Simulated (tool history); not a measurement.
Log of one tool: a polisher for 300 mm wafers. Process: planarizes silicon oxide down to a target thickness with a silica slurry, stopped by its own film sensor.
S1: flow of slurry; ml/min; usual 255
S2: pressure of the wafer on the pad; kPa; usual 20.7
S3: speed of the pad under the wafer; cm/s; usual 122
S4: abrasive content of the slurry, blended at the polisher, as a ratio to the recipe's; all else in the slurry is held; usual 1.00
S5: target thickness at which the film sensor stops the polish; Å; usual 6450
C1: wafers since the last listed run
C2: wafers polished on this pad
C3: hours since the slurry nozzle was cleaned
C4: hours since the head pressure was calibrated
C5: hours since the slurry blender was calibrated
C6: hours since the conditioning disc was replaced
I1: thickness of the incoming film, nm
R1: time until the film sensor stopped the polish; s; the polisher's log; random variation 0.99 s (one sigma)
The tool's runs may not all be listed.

| run | hour | S1 | S2 | S3 | S4 | S5 | C1 | C2 | C3 | C4 | C5 | C6 | I1 | R1 |
|---|---|---|---|---|---|---|---|---|---|---|---|---|---|---|
| 1 | 0.0 | 255 | 17.2 | 122 | 1.00 | 6450 | 0 | 666 | 206.3 | 1367.5 | 352.3 | 207.5 | 857.8 | 88.0 |
| 2 | 24.5 | 255 | 20.7 | 122 | 1.00 | 7030 | 305 | 972 | 230.8 | 1392.0 | 376.8 | 232.0 | 858.8 | 56.4 |
| 3 | 57.0 | 255 | 15.9 | 122 | 1.00 | 6990 | 405 | 1378 | 263.3 | 1424.5 | 409.3 | 264.5 | 862.0 | 72.4 |
|  | 70.2 | head pressure recalibrated |
| 4 | 86.4 | 255 | 24.8 | 152 | 0.80 | 6450 | 342 | 1720 | 292.7 | 16.2 | 438.7 | 293.9 | 860.3 | 60.6 |
|  | 142.3 | slurry blender recalibrated |
| 5 | 153.7 | 255 | 25.5 | 122 | 1.25 | 6450 | 815 | 2535 | 360.0 | 83.5 | 11.4 | 361.2 | 859.9 | 57.3 |
| 6 | 182.6 | 255 | 20.7 | 122 | 1.00 | 6450 | 360 | 2896 | 388.9 | 112.4 | 40.3 | 390.1 | 872.8 | 80.3 |
| 7 | 212.2 | 255 | 20.7 | 122 | 1.00 | 6450 | 369 | 3265 | 418.5 | 142.0 | 69.9 | 419.7 | 851.3 | 70.8 |
|  | 251.3 | conditioning disc replaced and pad reconditioned |
| 8 | 272.8 | 315 | 15.2 | 122 | 1.00 | 6450 | 731 | 3997 | 479.1 | 202.6 | 130.5 | 21.5 | 881.6 | 100.2 |
|  | 293.6 | slurry nozzle cleaned |
|  | 327.4 | worn pad replaced by a new one |
| 9 | 342.6 | 255 | 20.7 | 122 | 1.00 | 6450 | 808 | 190 | 49.0 | 272.4 | 200.3 | 91.3 | 875.7 | 82.2 |
| 10 | 368.8 | 255 | 20.7 | 122 | 1.00 | 6450 | 327 | 517 | 75.2 | 298.6 | 226.5 | 117.5 | 885.8 | 84.2 |
| 11 | 434.9 | 310 | 26.9 | 88 | 1.00 | 7080 | 825 | 1342 | 141.3 | 364.7 | 292.6 | 183.6 | 871.2 | 61.2 |
| 12 | 470.7 | 255 | 20.7 | 122 | 1.00 | 6450 | 446 | 1789 | 177.1 | 400.5 | 328.4 | 219.4 | 872.0 | 81.3 |
| 13 | 590.0 | 255 | 26.2 | 122 | 1.00 | 6450 | 1489 | 3278 | 296.4 | 519.8 | 447.7 | 338.7 | 875.2 | 70.3 |
|  | 600.3 | slurry blender recalibrated |
| 14 | 647.7 | 315 | 14.5 | 148 | 1.15 | 6450 | 695 | 3973 | 354.1 | 577.5 | 47.4 | 396.4 | 868.9 | 83.4 |
| 15 | 677.7 | 335 | 17.2 | 122 | 1.00 | 6450 | 374 | 4348 | 384.1 | 607.5 | 77.4 | 426.4 | 861.0 | 87.9 |
|  | 691.4 | conditioning disc replaced and pad reconditioned |
|  | 727.5 | worn pad replaced by a new one |
| 16 | 727.9 | 255 | 24.8 | 88 | 1.00 | 6450 | 551 | 5 | 434.3 | 657.7 | 127.6 | 36.5 | 886.3 | 99.1 |
|  | 751.8 | slurry nozzle cleaned |
| 17 | 754.8 | 255 | 26.2 | 122 | 1.25 | 6450 | 323 | 328 | 3.0 | 684.6 | 154.5 | 63.4 | 855.2 | 58.2 |
| 18 | 798.0 | 255 | 20.7 | 122 | 1.00 | 6450 | 539 | 867 | 46.2 | 727.8 | 197.7 | 106.6 | 860.8 | 78.0 |
| 19 | 951.1 | 300 | 23.4 | 122 | 1.00 | 6060 | 1911 | 2778 | 199.3 | 880.9 | 350.8 | 259.7 | 876.1 | 90.2 |
|  | 1016.1 | slurry blender recalibrated |
| 20 | 1019.5 | 255 | 20.7 | 96 | 1.00 | 5670 | 828 | 3607 | 267.7 | 949.3 | 3.4 | 328.1 | 860.7 | 132.4 |
|  | 1083.3 | conditioning disc replaced and pad reconditioned |
| 21 | 1087.2 | 255 | 18.6 | 122 | 1.00 | 6830 | 820 | 4427 | 335.4 | 1017.0 | 71.1 | 3.9 | 876.4 | 77.7 |
| 22 | 1121.9 | 255 | 20.7 | 142 | 1.25 | 6450 | 433 | 4861 | 370.1 | 1051.7 | 105.8 | 38.6 | 880.1 | 68.7 |
|  | 1133.7 | worn pad replaced by a new one |
|  | 1139.6 | slurry nozzle cleaned |
| 23 | 1173.3 | 255 | 14.5 | 122 | 1.00 | 6090 | 579 | 481 | 33.7 | 1103.1 | 157.2 | 90.0 | 871.0 | 127.3 |
| 24 | 1207.5 | 255 | 20.7 | 122 | 1.00 | 6450 | 426 | 908 | 67.9 | 1137.3 | 191.4 | 124.2 | 861.2 | 78.8 |

Hidden state at the last listed run before each entry between runs and at the first one after, where it differs:
Between runs 3 and 4: head pressure recalibrated (hour 70.2)
  deviation of the head's pressure from its setpoint, %: -11.8 -> -1.88
  measured less the result without the state, R1: +6.2 -> +0.9 s
Between runs 4 and 5: slurry blender recalibrated (hour 142.3)
  deviation of the head's pressure from its setpoint, %: -1.88 -> -3.53
  measured less the result without the state, R1: +0.9 -> +1.5 s
Between runs 7 and 8: conditioning disc replaced and pad reconditioned (hour 251.3)
  deviation of the head's pressure from its setpoint, %: -4.78 -> -5.91
  measured less the result without the state, R1: +2.5 -> +4.3 s
Between runs 8 and 9: slurry nozzle cleaned (hour 293.6); worn pad replaced by a new one (hour 327.4)
  deviation of the head's pressure from its setpoint, %: -5.91 -> -7.05
  measured less the result without the state, R1: +4.3 -> +4.2 s
Between runs 13 and 14: slurry blender recalibrated (hour 600.3)
  deviation of the head's pressure from its setpoint, %: -9.95 -> -10.4
  measured less the result without the state, R1: +5.1 -> +6.3 s
Between runs 15 and 16: conditioning disc replaced and pad reconditioned (hour 691.4); worn pad replaced by a new one (hour 727.5)
  deviation of the head's pressure from its setpoint, %: -10.7 -> -11
  measured less the result without the state, R1: +6.8 -> +7.9 s
Between runs 16 and 17: slurry nozzle cleaned (hour 751.8)
  deviation of the head's pressure from its setpoint, %: -11 -> -11.2
  measured less the result without the state, R1: +7.9 -> +4.8 s
Between runs 19 and 20: slurry blender recalibrated (hour 1016.1)
  deviation of the head's pressure from its setpoint, %: -12.2 -> -12.4
  measured less the result without the state, R1: +8.0 -> +12.0 s
Between runs 20 and 21: conditioning disc replaced and pad reconditioned (hour 1083.3)
  deviation of the head's pressure from its setpoint, %: -12.4 -> -12.7
  measured less the result without the state, R1: +12.0 -> +7.2 s
Between runs 22 and 23: worn pad replaced by a new one (hour 1133.7); slurry nozzle cleaned (hour 1139.6)
  deviation of the head's pressure from its setpoint, %: -12.8 -> -12.9
  measured less the result without the state, R1: +6.4 -> +11.9 s

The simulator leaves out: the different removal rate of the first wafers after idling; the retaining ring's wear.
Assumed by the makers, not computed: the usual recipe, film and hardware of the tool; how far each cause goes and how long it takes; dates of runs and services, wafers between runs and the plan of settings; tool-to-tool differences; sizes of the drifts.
